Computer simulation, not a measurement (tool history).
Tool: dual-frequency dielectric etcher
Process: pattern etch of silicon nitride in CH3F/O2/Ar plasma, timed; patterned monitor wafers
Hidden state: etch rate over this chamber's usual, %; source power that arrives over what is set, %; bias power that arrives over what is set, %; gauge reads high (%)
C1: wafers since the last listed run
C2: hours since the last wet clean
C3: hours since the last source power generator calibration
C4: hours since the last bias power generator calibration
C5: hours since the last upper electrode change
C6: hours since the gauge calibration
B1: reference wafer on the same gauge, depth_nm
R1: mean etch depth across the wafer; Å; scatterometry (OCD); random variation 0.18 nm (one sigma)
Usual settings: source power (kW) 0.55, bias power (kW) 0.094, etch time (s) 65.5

{"run": 1, "hour": 0.0, "source power (kW)": 0.55, "bias power (kW)": 0.094, "etch time (s)": 65.5, "C1": 0, "C2": 320, "C3": 1760.2, "C4": 1302.2, "C5": 5090.7, "C6": 584, "B1": 70.9, "R1": 615}
{"hour": 41.3, "done": "wet clean of the chamber"}
{"run": 2, "hour": 168.1, "source power (kW)": 0.55, "bias power (kW)": 0.094, "etch time (s)": 65.5, "C1": 1331, "C2": 126.8, "C3": 1928.3, "C4": 1470.3, "C5": 5258.8, "C6": 752.1, "B1": 70.9, "R1": 604}
{"run": 3, "hour": 253.5, "source power (kW)": 0.55, "bias power (kW)": 0.094, "etch time (s)": 65.5, "C1": 789, "C2": 212.2, "C3": 2013.7, "C4": 1555.7, "C5": 5344.2, "C6": 837.5, "B1": 70.8, "R1": 608}
{"run": 4, "hour": 338.1, "source power (kW)": 0.55, "bias power (kW)": 0.094, "etch time (s)": 65.5, "C1": 781, "C2": 296.8, "C3": 2098.3, "C4": 1640.3, "C5": 5428.8, "C6": 922.1, "B1": 70.8, "R1": 614}
{"run": 5, "hour": 389.1, "source power (kW)": 0.55, "bias power (kW)": 0.094, "etch time (s)": 65.5, "C1": 471, "C2": 347.8, "C3": 2149.3, "C4": 1691.3, "C5": 5479.8, "C6": 973.1, "B1": 70.9, "R1": 617}
{"hour": 465.2, "done": "wet clean of the chamber"}
{"run": 6, "hour": 465.7, "source power (kW)": 0.51, "bias power (kW)": 0.094, "etch time (s)": 59.5, "C1": 486, "C2": 0.5, "C3": 2225.9, "C4": 1767.9, "C5": 5556.4, "C6": 1049.7, "B1": 70.9, "R1": 531}
{"run": 7, "hour": 545.0, "source power (kW)": 0.51, "bias power (kW)": 0.094, "etch time (s)": 59.5, "C1": 732, "C2": 79.8, "C3": 2305.2, "C4": 1847.2, "C5": 5635.7, "C6": 1129, "B1": 70.9, "R1": 540}
{"hour": 588.6, "done": "upper electrode replaced"}
{"run": 8, "hour": 666.2, "source power (kW)": 0.51, "bias power (kW)": 0.094, "etch time (s)": 59.5, "C1": 898, "C2": 201, "C3": 2426.4, "C4": 1968.4, "C5": 77.6, "C6": 1250.2, "B1": 70.9, "R1": 541}
{"run": 9, "hour": 712.4, "source power (kW)": 0.55, "bias power (kW)": 0.094, "etch time (s)": 65.5, "C1": 426, "C2": 247.2, "C3": 2472.6, "C4": 2014.6, "C5": 123.8, "C6": 1296.4, "B1": 70.8, "R1": 612}
{"hour": 804.3, "done": "wet clean of the chamber"}
{"run": 10, "hour": 804.8, "source power (kW)": 0.55, "bias power (kW)": 0.094, "etch time (s)": 65.5, "C1": 632, "C2": 0.5, "C3": 2565, "C4": 2107, "C5": 216.2, "C6": 1388.8, "B1": 70.8, "R1": 595}
{"run": 11, "hour": 841.6, "source power (kW)": 0.51, "bias power (kW)": 0.094, "etch time (s)": 65.5, "C1": 340, "C2": 37.3, "C3": 2601.8, "C4": 2143.8, "C5": 253, "C6": 1425.6, "B1": 70.8, "R1": 588}
{"run": 12, "hour": 908.4, "source power (kW)": 0.51, "bias power (kW)": 0.094, "etch time (s)": 65.5, "C1": 617, "C2": 104.1, "C3": 2668.6, "C4": 2210.6, "C5": 319.8, "C6": 1492.4, "B1": 70.9, "R1": 588}
{"run": 13, "hour": 1002.3, "source power (kW)": 0.51, "bias power (kW)": 0.094, "etch time (s)": 65.5, "C1": 867, "C2": 198, "C3": 2762.5, "C4": 2304.5, "C5": 413.7, "C6": 1586.3, "B1": 70.9, "R1": 595}
{"run": 14, "hour": 1045.3, "source power (kW)": 0.44, "bias power (kW)": 0.074, "etch time (s)": 83.5, "C1": 397, "C2": 241, "C3": 2805.5, "C4": 2347.5, "C5": 456.7, "C6": 1629.3, "B1": 71, "R1": 703}
{"run": 15, "hour": 1094.7, "source power (kW)": 0.55, "bias power (kW)": 0.07, "etch time (s)": 52.5, "C1": 456, "C2": 290.4, "C3": 2854.9, "C4": 2396.9, "C5": 506.1, "C6": 1678.7, "B1": 70.9, "R1": 466}
{"run": 16, "hour": 1177.4, "source power (kW)": 0.59, "bias power (kW)": 0.094, "etch time (s)": 65.5, "C1": 764, "C2": 373.1, "C3": 2937.6, "C4": 2479.6, "C5": 588.8, "C6": 1761.4, "B1": 70.9, "R1": 626}
{"hour": 1181.8, "done": "bias power generator calibrated"}
{"hour": 1221.9, "done": "wet clean of the chamber"}
{"hour": 1245.7, "done": "gauge calibrated"}
{"run": 17, "hour": 1284.0, "source power (kW)": 0.55, "bias power (kW)": 0.094, "etch time (s)": 65.5, "C1": 726, "C2": 62.1, "C3": 3044.2, "C4": 102.2, "C5": 695.4, "C6": 38.3, "B1": 70.8, "R1": 602}
{"run": 18, "hour": 1342.2, "source power (kW)": 0.55, "bias power (kW)": 0.094, "etch time (s)": 65.5, "C1": 537, "C2": 120.3, "C3": 3102.4, "C4": 160.4, "C5": 753.6, "C6": 96.5, "B1": 71, "R1": 599}
{"run": 19, "hour": 1381.6, "source power (kW)": 0.51, "bias power (kW)": 0.117, "etch time (s)": 59, "C1": 364, "C2": 159.7, "C3": 3141.8, "C4": 199.8, "C5": 793, "C6": 135.9, "B1": 70.8, "R1": 556}
{"hour": 1394.9, "done": "source power generator calibrated"}
{"run": 20, "hour": 1447.7, "source power (kW)": 0.55, "bias power (kW)": 0.108, "etch time (s)": 50.5, "C1": 573, "C2": 225.8, "C3": 52.8, "C4": 265.9, "C5": 859.1, "C6": 202, "B1": 70.9, "R1": 483}
{"hour": 1629.9, "done": "wet clean of the chamber"}
{"run": 21, "hour": 1664.2, "source power (kW)": 0.55, "bias power (kW)": 0.094, "etch time (s)": 65.5, "C1": 1779, "C2": 34.3, "C3": 269.3, "C4": 482.4, "C5": 1075.6, "C6": 418.5, "B1": 70.9, "R1": 600}
{"run": 22, "hour": 1720.6, "source power (kW)": 0.46, "bias power (kW)": 0.114, "etch time (s)": 65.5, "C1": 521, "C2": 90.7, "C3": 325.7, "C4": 538.8, "C5": 1132, "C6": 474.9, "B1": 71, "R1": 600}
{"run": 23, "hour": 1778.8, "source power (kW)": 0.55, "bias power (kW)": 0.112, "etch time (s)": 57, "C1": 537, "C2": 148.9, "C3": 383.9, "C4": 597, "C5": 1190.2, "C6": 533.1, "B1": 70.8, "R1": 546}
{"run": 24, "hour": 1836.1, "source power (kW)": 0.55, "bias power (kW)": 0.094, "etch time (s)": 65.5, "C1": 529, "C2": 206.2, "C3": 441.2, "C4": 654.3, "C5": 1247.5, "C6": 590.4, "B1": 70.9, "R1": 610}
{"run": 25, "hour": 1888.1, "source power (kW)": 0.67, "bias power (kW)": 0.076, "etch time (s)": 75, "C1": 480, "C2": 258.2, "C3": 493.2, "C4": 706.3, "C5": 1299.5, "C6": 642.4, "B1": 70.9, "R1": 720}

4 ways to go on from here, each from the tool as it stands after run 25. What would each give?
{"run": "A", "hour": 1888.5, "source power (kW)": 0.55, "bias power (kW)": 0.094, "etch time (s)": 82.5, "C1": 3, "C2": 258.6, "C3": 493.6, "C4": 706.7, "C5": 1299.9, "C6": 642.8, "B1": "?", "R1": "?"}
{"run": "B", "hour": 1888.5, "source power (kW)": 0.66, "bias power (kW)": 0.117, "etch time (s)": 65.5, "C1": 3, "C2": 258.6, "C3": 493.6, "C4": 706.7, "C5": 1299.9, "C6": 642.8, "B1": "?", "R1": "?"}
{"run": "C", "hour": 1888.5, "source power (kW)": 0.48, "bias power (kW)": 0.086, "etch time (s)": 79.5, "C1": 3, "C2": 258.6, "C3": 493.6, "C4": 706.7, "C5": 1299.9, "C6": 642.8, "B1": "?", "R1": "?"}
{"run": "D", "hour": 1888.5, "source power (kW)": 0.43, "bias power (kW)": 0.075, "etch time (s)": 71, "C1": 3, "C2": 258.6, "C3": 493.6, "C4": 706.7, "C5": 1299.9, "C6": 642.8, "B1": "?", "R1": "?"}

run=A B1=70.9 R1=771
run=B B1=70.9 R1=670
run=C B1=70.9 R1=706
run=D B1=70.9 R1=600
Without the tool's hidden state the same runs would have given:
run=A R1=749
run=B R1=651
run=C R1=686
run=D R1=583
